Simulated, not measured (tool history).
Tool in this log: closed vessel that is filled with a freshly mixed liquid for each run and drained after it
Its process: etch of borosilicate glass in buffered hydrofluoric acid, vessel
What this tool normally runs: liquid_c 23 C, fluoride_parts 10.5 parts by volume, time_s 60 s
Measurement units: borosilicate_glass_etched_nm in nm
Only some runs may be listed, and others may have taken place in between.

run   hour  liquid_c  fluoride_parts  time_s  wafers since the last listed run  hours since the thermometer was replaced  hours since the hydrofluoric acid flow meter was replaced  hours since the gauge calibration  read-back film thickness of the borosilicate glass reference wafer, read on the same gauge (nm)  borosilicate_glass_etched_nm
  1      0        23            10.5      35                                 0                                     489.6                                                     1496.2                                 83                                                                                           139.98                         43.83
  2      8        23            10.5      35                              1137                                     497.6                                                     1504.2                                 91                                                                                           139.99                         44.18
  3   24.1        23             8.5      60                              2289                                     513.7                                                     1520.3                              107.1                                                                                              140                         94.28
  4   31.8        23             8.5      60                              1095                                     521.4                                                       1528                              114.8                                                                                              140                         94.73
  5   42.3        23             8.5      60                              1493                                     531.9                                                     1538.5                              125.3                                                                                              140                         94.79
      54.5  -- gauge calibrated
  6   58.1        23            10.5      60                              2247                                     547.7                                                     1554.3                                3.6                                                                                           139.97                         76.45
  7   74.4        23              13      80                              2318                                       564                                                     1570.6                               19.9                                                                                              140                         84.85
      82.4  -- thermometer replaced
  8   86.8        23            10.5      60                              1621                                       4.4                                                       1583                               32.3                                                                                           140.01                         70.65
  9   98.3      21.5             6.5      90                              1635                                      15.9                                                     1594.5                               43.8                                                                                              140                        158.14
 10  106.3        23               9      70                              1137                                      23.9                                                     1602.5                               51.8                                                                                              140                         97.48
     108.3  -- hydrofluoric acid flow meter replaced
 11  120.6        23            10.5      60                              1891                                      38.2                                                       12.3                               66.1                                                                                           139.98                         65.86
 12    128      25.5            10.5      45                              1052                                      45.6                                                       19.7                               73.5                                                                                           139.99                         56.74
 13  135.2        23            14.5      60                              1024                                      52.8                                                       26.9                               80.7                                                                                           140.02                          48.3
 14  150.3        27            10.5      95                              2147                                      67.9                                                         42                               95.8                                                                                           139.99                        130.62
 15  161.7      21.5            10.5      60                              1621                                      79.3                                                       53.4                              107.2                                                                                           139.99                         61.51

Consider 4 possible next runs. They are alternatives, not a sequence: every one starts from the tool as it was left by run 15. What does each give?
  A  162.4        23            10.5      60                                99                                        80                                                       54.1                              107.9                                                                                                ?                             ?
  B  162.4        19               7      40                                99                                        80                                                       54.1                              107.9                                                                                                ?                             ?
  C  162.4        21            13.5      60                                99                                        80                                                       54.1                              107.9                                                                                                ?                             ?
  D  162.4      18.5               7      75                                99                                        80                                                       54.1                              107.9                                                                                                ?                             ?

run  read-back film thickness of the borosilicate glass reference wafer, read on the same gauge (nm)  borosilicate_glass_etched_nm
  A                                                                                           140.02                         66.47
  B                                                                                           140.02                          52.8
  C                                                                                           140.02                         46.55
  D                                                                                           140.02                         96.33
The same runs, with their run-to-run variation unchanged, on a tool lacking any hidden condition would have given:
run  borosilicate_glass_etched_nm
  A                         62.82
  B                         49.98
  C                         43.97
  D                         91.17
